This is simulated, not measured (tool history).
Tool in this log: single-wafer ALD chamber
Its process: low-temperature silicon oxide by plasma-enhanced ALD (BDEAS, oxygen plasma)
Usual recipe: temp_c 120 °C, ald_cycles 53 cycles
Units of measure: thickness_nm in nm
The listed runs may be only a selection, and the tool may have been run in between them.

run     day  temp_c  ald_cycles  wafers since the last listed run  hours since the last thermocouple change  hours since the gauge calibration  read-back reference wafer on the same gauge, thickness_nm  thickness_nm
  1   0.000     120          53                                 0                                    1556.8                              784.7                                                      8.175         7.523
  2   2.879     120          53                               351                                    1625.9                              853.8                                                      8.182         7.461
  3   5.204     120          53                               283                                    1681.7                              909.6                                                      8.188         7.478
  4   6.942     120          53                               212                                    1723.4                              951.3                                                      8.179         7.541
  5   9.188     120          53                               274                                    1777.3                             1005.2                                                      8.181         7.500
  6  10.379     120          53                               145                                    1805.9                             1033.8                                                      8.179         7.489
  7  12.429     120          53                               250                                    1855.1                             1083.0                                                      8.186         7.454
  8  13.479     120          53                               128                                    1880.3                             1108.2                                                      8.183         7.463
  9  15.192     120          58                               209                                    1921.4                             1149.3                                                      8.189         8.274
 10  16.338     120          58                               139                                    1948.9                             1176.8                                                      8.178         8.236
 11  17.888     120          58                               189                                    1986.1                             1214.0                                                      8.183         8.178
 12  19.392     120          53                               183                                    2022.2                             1250.1                                                      8.186         7.436
 13  20.667     120          53                               155                                    2052.8                             1280.7                                                      8.181         7.544
 14  23.058     120          53                               292                                    2110.2                             1338.1                                                      8.181         7.534
     24.979  -- thermocouple changed; heater temperature recalibrated
 15  26.000     120          53                               318                                      24.5                             1408.7                                                      8.174         7.492
 16  27.758     120          53                               214                                      66.7                             1450.9                                                      8.186         7.500
 17  33.033     114          47                               644                                     193.3                             1577.5                                                      8.177         6.678
 18  34.238     120          53                               147                                     222.2                             1606.4                                                      8.182         7.481
 19  36.096     108          63                               226                                     266.8                             1651.0                                                      8.173         9.143
 20  37.146     107          59                               128                                     292.0                             1676.2                                                      8.186         8.598
 21  38.517     120          46                               167                                     324.9                             1709.1                                                      8.177         6.498
 22  45.375     133          47                               837                                     489.5                             1873.7                                                      8.174         6.486
     47.342  -- gauge calibrated
 23  47.717     105          64                               285                                     545.7                                9.0                                                      8.180         9.361
 24  49.888     112          43                               265                                     597.8                               61.1                                                      8.178         6.231
 25  51.167     131          57                               156                                     628.5                               91.8                                                      8.183         7.883
 26  53.112     113          46                               237                                     675.2                              138.5                                                      8.181         6.592
 27  57.825     120          47                               575                                     788.3                              251.6                                                      8.181         6.678
 28  58.921     109          46                               133                                     814.6                              277.9                                                      8.180         6.680
 29  60.471     129          49                               189                                     851.8                              315.1                                                      8.186         6.742
 30  62.542     112          53                               252                                     901.5                              364.8                                                      8.177         7.650
 31  65.496     120          53                               360                                     972.4                              435.7                                                      8.179         7.550

Hidden state at the last listed run before each entry between runs and at the first one after, where it differs:
In the gap between runs 14 and 15: thermocouple changed; heater temperature recalibrated (day 24.979)
  both runs share identical hidden conditions
In the gap between runs 22 and 23: gauge calibrated (day 47.342)
  both runs share identical hidden conditions
